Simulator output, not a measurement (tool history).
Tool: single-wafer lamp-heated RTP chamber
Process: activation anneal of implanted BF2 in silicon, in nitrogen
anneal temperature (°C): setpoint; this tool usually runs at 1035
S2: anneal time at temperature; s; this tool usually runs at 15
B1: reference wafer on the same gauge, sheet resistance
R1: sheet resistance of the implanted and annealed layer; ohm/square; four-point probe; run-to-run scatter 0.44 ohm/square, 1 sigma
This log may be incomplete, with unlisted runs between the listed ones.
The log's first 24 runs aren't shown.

run 25 hour=1174.5 | anneal_temperature_(°C)=1035 S2=15 | B1=177.90 | R1=213.63
run 26 hour=1201.3 | anneal_temperature_(°C)=1051 S2=18 | B1=178.05 | R1=209.25
run 27 hour=1262.0 | anneal_temperature_(°C)=1061 S2=19 | B1=178.12 | R1=207.92
run 28 hour=1287.2 | anneal_temperature_(°C)=1019 S2=21 | B1=177.93 | R1=215.57
run 29 hour=1331.1 | anneal_temperature_(°C)=1035 S2=12 | B1=178.02 | R1=214.91
run 30 hour=1363.3 | anneal_temperature_(°C)=1019 S2=7 | B1=177.79 | R1=223.76
run 31 hour=1403.6 | anneal_temperature_(°C)=1027 S2=15 | B1=177.85 | R1=215.80
run 32 hour=1460.9 | anneal_temperature_(°C)=1035 S2=10 | B1=177.98 | R1=216.01
-- hour=1490.6 reflector plate cleaned
run 33 hour=1529.2 | anneal_temperature_(°C)=1023 S2=22 | B1=178.01 | R1=214.34
run 34 hour=1600.2 | anneal_temperature_(°C)=1053 S2=9 | B1=177.99 | R1=212.77
-- hour=1610.5 pyrometer window cleaned and pyrometer calibrated
run 35 hour=1674.7 | anneal_temperature_(°C)=1025 S2=7 | B1=177.81 | R1=221.54

Here are 5 independent what-if runs from the current tool condition. What would each one return?
run A hour=1675.1 | anneal_temperature_(°C)=1005 S2=15 | B1=? | R1=?
run B hour=1675.1 | anneal_temperature_(°C)=1023 S2=15 | B1=? | R1=?
run C hour=1675.1 | anneal_temperature_(°C)=1044 S2=10 | B1=? | R1=?
run D hour=1675.1 | anneal_temperature_(°C)=1035 S2=7 | B1=? | R1=?
run E hour=1675.1 | anneal_temperature_(°C)=1013 S2=9 | B1=? | R1=?

run=A B1=177.92 R1=222.80
run=B B1=177.92 R1=216.34
run=C B1=177.92 R1=213.70
run=D B1=177.92 R1=218.08
run=E B1=177.92 R1=223.42
What these runs would have given with no unlogged condition in the tool:
run=A R1=223.71
run=B R1=216.98
run=C R1=214.15
run=D R1=218.62
run=E R1=224.23
